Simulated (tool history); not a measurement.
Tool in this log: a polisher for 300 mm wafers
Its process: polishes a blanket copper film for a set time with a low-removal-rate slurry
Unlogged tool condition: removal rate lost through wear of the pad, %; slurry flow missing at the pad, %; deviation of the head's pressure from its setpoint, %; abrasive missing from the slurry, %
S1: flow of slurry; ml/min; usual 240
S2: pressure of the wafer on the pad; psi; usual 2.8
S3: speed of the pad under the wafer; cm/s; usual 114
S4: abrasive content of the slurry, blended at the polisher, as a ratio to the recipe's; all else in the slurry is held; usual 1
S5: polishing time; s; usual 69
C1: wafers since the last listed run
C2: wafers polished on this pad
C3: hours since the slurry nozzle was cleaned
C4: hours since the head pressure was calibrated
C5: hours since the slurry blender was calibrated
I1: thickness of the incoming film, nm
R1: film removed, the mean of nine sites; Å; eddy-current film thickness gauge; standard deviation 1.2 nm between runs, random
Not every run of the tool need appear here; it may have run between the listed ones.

Run 1, hour 0: usual settings; C1 0; C2 58; C3 285.4; C4 1108; C5 372.3; I1 1473. Result: R1 1798 Å.
Run 2, hour 7.3: usual settings; C1 79; C2 137; C3 292.7; C4 1115.3; C5 379.6; I1 1489.4. Result: R1 1773 Å.
Run 3, hour 15: usual settings; C1 83; C2 220; C3 300.4; C4 1123; C5 387.3; I1 1525.8. Result: R1 1799 Å.
Run 4, hour 21.1: usual settings; C1 66; C2 286; C3 306.5; C4 1129.1; C5 393.4; I1 1477.6. Result: R1 1777 Å.
Run 5, hour 36.6: usual settings; C1 168; C2 455; C3 322; C4 1144.6; C5 408.9; I1 1494.3. Result: R1 1766 Å.
Run 6, hour 45.5: usual settings; C1 96; C2 551; C3 330.9; C4 1153.5; C5 417.8; I1 1494.8. Result: R1 1758 Å.
Run 7, hour 64.2: usual settings; C1 202; C2 754; C3 349.6; C4 1172.2; C5 436.5; I1 1513.5. Result: R1 1754 Å.
At hour 71.6: worn pad replaced by a new one.
Run 8, hour 75.5: usual settings; C1 79; C2 42; C3 360.9; C4 1183.5; C5 447.8; I1 1479.5. Result: R1 1744 Å.
At hour 82.2: slurry blender recalibrated.
Run 9, hour 88.4: usual settings; C1 118; C2 160; C3 373.8; C4 1196.4; C5 6.2; I1 1480.2. Result: R1 1898 Å.
Run 10, hour 99.5: usual settings but S2 2.4 psi, S4 0.75; C1 120; C2 280; C3 384.9; C4 1207.5; C5 17.3; I1 1495.9. Result: R1 1523 Å.
Run 11, hour 106.8: usual settings but S2 2.3 psi; C1 79; C2 359; C3 392.2; C4 1214.8; C5 24.6; I1 1477.5. Result: R1 1551 Å.
Run 12, hour 116.4: usual settings; C1 104; C2 463; C3 401.8; C4 1224.4; C5 34.2; I1 1513.1. Result: R1 1894 Å.
Run 13, hour 126.9: usual settings but S3 144 cm/s, S5 48 s; C1 113; C2 577; C3 412.3; C4 1234.9; C5 44.7; I1 1477.6. Result: R1 1653 Å.
At hour 135.2: head pressure recalibrated.
At hour 137.6: worn pad replaced by a new one.
Run 14, hour 138.1: usual settings but S1 200 ml/min, S3 78 cm/s, S4 0.85, S5 77 s; C1 73; C2 5; C3 423.5; C4 2.9; C5 55.9; I1 1489.3. Result: R1 1361 Å.

For run 15, what comes out?
Run 15, hour 148.3: usual settings; C1 110; C2 116; C3 433.7; C4 13.1; C5 66.1; I1 1486.9. Result: R1 ?.

R1: 1891 Å
If the tool had no hidden condition, the same run with the same run-to-run variation would have returned R1 1905 Å.
